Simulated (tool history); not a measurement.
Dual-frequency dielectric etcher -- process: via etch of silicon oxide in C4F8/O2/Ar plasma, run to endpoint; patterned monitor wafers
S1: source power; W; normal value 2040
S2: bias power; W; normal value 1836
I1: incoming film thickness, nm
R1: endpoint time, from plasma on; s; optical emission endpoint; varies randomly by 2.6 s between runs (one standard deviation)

{"run": 1, "hour": 0.0, "S1": 2040, "S2": 1836, "I1": 1386.7, "R1": 310.1}
{"run": 2, "hour": 43.7, "S1": 2040, "S2": 1836, "I1": 1370.6, "R1": 308.7}
{"hour": 78.7, "done": "wet clean of the chamber"}
{"run": 3, "hour": 100.2, "S1": 2040, "S2": 1836, "I1": 1379.6, "R1": 312.4}
{"run": 4, "hour": 132.0, "S1": 1640, "S2": 1836, "I1": 1380.6, "R1": 355.1}
{"run": 5, "hour": 191.2, "S1": 1640, "S2": 1836, "I1": 1371.4, "R1": 353.4}
{"run": 6, "hour": 388.4, "S1": 1640, "S2": 1836, "I1": 1375.2, "R1": 356.5}
{"run": 7, "hour": 441.8, "S1": 1900, "S2": 2028, "I1": 1364.6, "R1": 314}
{"hour": 447.7, "done": "source power generator calibrated"}
{"run": 8, "hour": 469.8, "S1": 1900, "S2": 2028, "I1": 1377.4, "R1": 303.9}
{"hour": 544.1, "done": "upper electrode replaced"}
{"run": 9, "hour": 544.6, "S1": 1900, "S2": 2028, "I1": 1379.7, "R1": 302.6}
{"hour": 666.0, "done": "bias power generator calibrated"}
{"run": 10, "hour": 667.3, "S1": 2040, "S2": 1836, "I1": 1382.6, "R1": 305.2}
{"hour": 697.5, "done": "wet clean of the chamber"}
{"run": 11, "hour": 734.3, "S1": 2040, "S2": 1836, "I1": 1367.7, "R1": 300.2}
{"run": 12, "hour": 805.5, "S1": 2040, "S2": 1836, "I1": 1370.7, "R1": 304.8}
{"run": 13, "hour": 867.4, "S1": 2040, "S2": 1386, "I1": 1365.4, "R1": 330.3}
{"run": 14, "hour": 926.7, "S1": 2040, "S2": 1836, "I1": 1380, "R1": 302.8}
{"run": 15, "hour": 995.0, "S1": 2530, "S2": 1478, "I1": 1366.8, "R1": 286.9}
{"run": 16, "hour": 1024.6, "S1": 2370, "S2": 1607, "I1": 1386.3, "R1": 298}
{"run": 17, "hour": 1053.9, "S1": 2390, "S2": 1836, "I1": 1395, "R1": 283.7}
{"run": 18, "hour": 1101.8, "S1": 1790, "S2": 1614, "I1": 1372.5, "R1": 343.2}
{"run": 19, "hour": 1154.1, "S1": 2040, "S2": 1836, "I1": 1367.3, "R1": 306.9}
{"hour": 1190.9, "done": "wet clean of the chamber"}
{"run": 20, "hour": 1200.6, "S1": 2040, "S2": 1836, "I1": 1386, "R1": 308.4}
{"run": 21, "hour": 1227.9, "S1": 1650, "S2": 1836, "I1": 1383.1, "R1": 351.4}
{"run": 22, "hour": 1252.8, "S1": 1820, "S2": 2113, "I1": 1377.4, "R1": 315.9}
{"run": 23, "hour": 1280.8, "S1": 2040, "S2": 1836, "I1": 1373.6, "R1": 307.4}
{"run": 24, "hour": 1347.6, "S1": 1870, "S2": 1703, "I1": 1386.9, "R1": 333.9}
{"run": 25, "hour": 1408.4, "S1": 2250, "S2": 1566, "I1": 1376.8, "R1": 308.1}
{"run": 26, "hour": 1456.6, "S1": 2040, "S2": 1836, "I1": 1372, "R1": 307.9}
{"run": 27, "hour": 1528.0, "S1": 2040, "S2": 1836, "I1": 1372.8, "R1": 304.2}
{"run": 28, "hour": 1590.8, "S1": 2040, "S2": 1836, "I1": 1377.7, "R1": 312.2}
{"run": 29, "hour": 1645.7, "S1": 2230, "S2": 1555, "I1": 1378.7, "R1": 314.4}
{"run": 30, "hour": 1707.5, "S1": 2040, "S2": 1532, "I1": 1379.6, "R1": 329.4}
{"hour": 1764.6, "done": "wet clean of the chamber"}
{"run": 31, "hour": 1765.1, "S1": 2370, "S2": 2136, "I1": 1389, "R1": 279.6}
{"run": 32, "hour": 1787.2, "S1": 1840, "S2": 2156, "I1": 1384, "R1": 317.2}
{"run": 33, "hour": 1844.3, "S1": 2040, "S2": 1836, "I1": 1380.1, "R1": 313.5}
{"run": 34, "hour": 1890.2, "S1": 2040, "S2": 1836, "I1": 1380.8, "R1": 317.5}

What if the next run were any one of these 5? Each begins from the tool's condition after run 34:
{"run": "A", "hour": 1890.7, "S1": 2040, "S2": 1836, "I1": 1377.3, "R1": "?"}
{"run": "B", "hour": 1890.7, "S1": 1830, "S2": 1836, "I1": 1377.3, "R1": "?"}
{"run": "C", "hour": 1890.7, "S1": 2400, "S2": 2112, "I1": 1377.3, "R1": "?"}
{"run": "D", "hour": 1890.7, "S1": 2290, "S2": 1430, "I1": 1377.3, "R1": "?"}
{"run": "E", "hour": 1890.7, "S1": 2040, "S2": 2054, "I1": 1377.3, "R1": "?"}

run=A R1=314.8
run=B R1=334.5
run=C R1=276.6
run=D R1=318.6
run=E R1=304.1
The same runs, with their run-to-run variation unchanged, on a tool lacking any hidden condition would have given:
run=A R1=307
run=B R1=326.2
run=C R1=269.7
run=D R1=310.5
run=E R1=296.5
